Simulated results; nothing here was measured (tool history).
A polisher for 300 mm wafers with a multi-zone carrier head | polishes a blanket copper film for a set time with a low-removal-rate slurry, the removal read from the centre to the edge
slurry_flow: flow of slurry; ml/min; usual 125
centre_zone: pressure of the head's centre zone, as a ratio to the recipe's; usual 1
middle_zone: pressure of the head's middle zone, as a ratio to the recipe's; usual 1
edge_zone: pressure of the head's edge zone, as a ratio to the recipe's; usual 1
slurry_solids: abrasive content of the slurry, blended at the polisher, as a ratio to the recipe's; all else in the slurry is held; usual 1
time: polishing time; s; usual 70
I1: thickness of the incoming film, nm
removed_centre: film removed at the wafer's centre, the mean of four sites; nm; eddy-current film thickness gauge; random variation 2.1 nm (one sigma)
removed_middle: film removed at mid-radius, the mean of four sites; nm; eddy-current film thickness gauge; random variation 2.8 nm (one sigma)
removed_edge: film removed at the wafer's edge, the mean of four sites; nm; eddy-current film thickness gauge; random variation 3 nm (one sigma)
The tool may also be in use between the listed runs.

run 1 hour=0 | slurry_flow=125 centre_zone=1 middle_zone=1 edge_zone=0.94 slurry_solids=1.3 time=51 | I1=1076.2 | removed_centre=157.4 removed_middle=166.1 removed_edge=166.2
run 2 hour=74 | slurry_flow=125 centre_zone=1 middle_zone=1 edge_zone=1 slurry_solids=1 time=70 | I1=1069.8 | removed_centre=207.9 removed_middle=217.9 removed_edge=227.1
run 3 hour=147.3 | slurry_flow=140 centre_zone=1 middle_zone=1 edge_zone=1 slurry_solids=1 time=56 | I1=1074.2 | removed_centre=171.8 removed_middle=178 removed_edge=181.5
run 4 hour=244.5 | slurry_flow=125 centre_zone=1 middle_zone=1 edge_zone=1 slurry_solids=1 time=70 | I1=1062.6 | removed_centre=209 removed_middle=217.2 removed_edge=219.8
run 5 hour=282.5 | slurry_flow=125 centre_zone=1 middle_zone=1 edge_zone=1 slurry_solids=1 time=60 | I1=1084 | removed_centre=176.6 removed_middle=185.9 removed_edge=191.1
run 6 hour=319.6 | slurry_flow=125 centre_zone=1 middle_zone=1 edge_zone=1 slurry_solids=1 time=70 | I1=1052.2 | removed_centre=209.7 removed_middle=220.8 removed_edge=228
run 7 hour=366.7 | slurry_flow=125 centre_zone=1 middle_zone=1 edge_zone=0.92 slurry_solids=1.15 time=70 | I1=1079.3 | removed_centre=214.5 removed_middle=228.2 removed_edge=221.4
run 8 hour=467.3 | slurry_flow=125 centre_zone=1 middle_zone=1 edge_zone=1 slurry_solids=1 time=70 | I1=1070.7 | removed_centre=209.6 removed_middle=216.6 removed_edge=222.4
run 9 hour=518.9 | slurry_flow=125 centre_zone=1 middle_zone=1 edge_zone=1 slurry_solids=0.75 time=47 | I1=1084.6 | removed_centre=136.2 removed_middle=146.3 removed_edge=146.1
run 10 hour=590.5 | slurry_flow=105 centre_zone=1 middle_zone=1.08 edge_zone=1 slurry_solids=1 time=90 | I1=1085.1 | removed_centre=261.4 removed_middle=294.2 removed_edge=283.4
run 11 hour=674.5 | slurry_flow=85 centre_zone=1 middle_zone=1 edge_zone=1.04 slurry_solids=1.3 time=70 | I1=1063.2 | removed_centre=201.8 removed_middle=216 removed_edge=227.7
run 12 hour=719.1 | slurry_flow=125 centre_zone=1.03 middle_zone=1 edge_zone=1 slurry_solids=1.15 time=70 | I1=1057 | removed_centre=221 removed_middle=219.1 removed_edge=232.2
run 13 hour=784.2 | slurry_flow=125 centre_zone=1 middle_zone=1 edge_zone=1 slurry_solids=1 time=70 | I1=1068.2 | removed_centre=207.1 removed_middle=220.7 removed_edge=228.1
run 14 hour=890.9 | slurry_flow=125 centre_zone=1 middle_zone=1 edge_zone=1 slurry_solids=1 time=64 | I1=1074.4 | removed_centre=191.7 removed_middle=202.5 removed_edge=204.1
run 15 hour=985.4 | slurry_flow=125 centre_zone=0.94 middle_zone=1.04 edge_zone=1.08 slurry_solids=1 time=53 | I1=1056.9 | removed_centre=146.7 removed_middle=169.2 removed_edge=176.6
run 16 hour=1022.7 | slurry_flow=140 centre_zone=1.12 middle_zone=1.08 edge_zone=1 slurry_solids=1 time=87 | I1=1084.2 | removed_centre=292.4 removed_middle=292 removed_edge=282
run 17 hour=1129.7 | slurry_flow=125 centre_zone=1 middle_zone=1 edge_zone=1 slurry_solids=1 time=70 | I1=1062.4 | removed_centre=208.2 removed_middle=219.8 removed_edge=219.8
run 18 hour=1179.7 | slurry_flow=125 centre_zone=1 middle_zone=1 edge_zone=1 slurry_solids=1 time=70 | I1=1069.9 | removed_centre=205.6 removed_middle=219.9 removed_edge=220.7
run 19 hour=1264.4 | slurry_flow=125 centre_zone=1.04 middle_zone=1 edge_zone=1 slurry_solids=1.25 time=57 | I1=1089.8 | removed_centre=183.6 removed_middle=183.6 removed_edge=187.5
run 20 hour=1358.5 | slurry_flow=125 centre_zone=1.09 middle_zone=1.07 edge_zone=1.08 slurry_solids=1 time=51 | I1=1076.8 | removed_centre=165 removed_middle=168.1 removed_edge=170.6

Not shown: 7 entries that the log had between the listed runs. Between which runs, and how does the tool's hidden state differ before and after?
Between runs 5 and 6: slurry nozzle cleaned (hour 311.9)
  no hidden state differs between the two runs
Between runs 9 and 10: carrier head's membrane replaced by a new one (hour 554.2); worn pad replaced by a new one (hour 579)
  no hidden state differs between the two runs
Between runs 10 and 11: centre zone pressure recalibrated (hour 656.1)
  no hidden state differs between the two runs
Between runs 14 and 15: slurry nozzle cleaned (hour 907.6)
  no hidden state differs between the two runs
Between runs 16 and 17: edge zone pressure recalibrated (hour 1108.3)
  no hidden state differs between the two runs
Between runs 19 and 20: worn pad replaced by a new one (hour 1299.3)
  no hidden state differs between the two runs
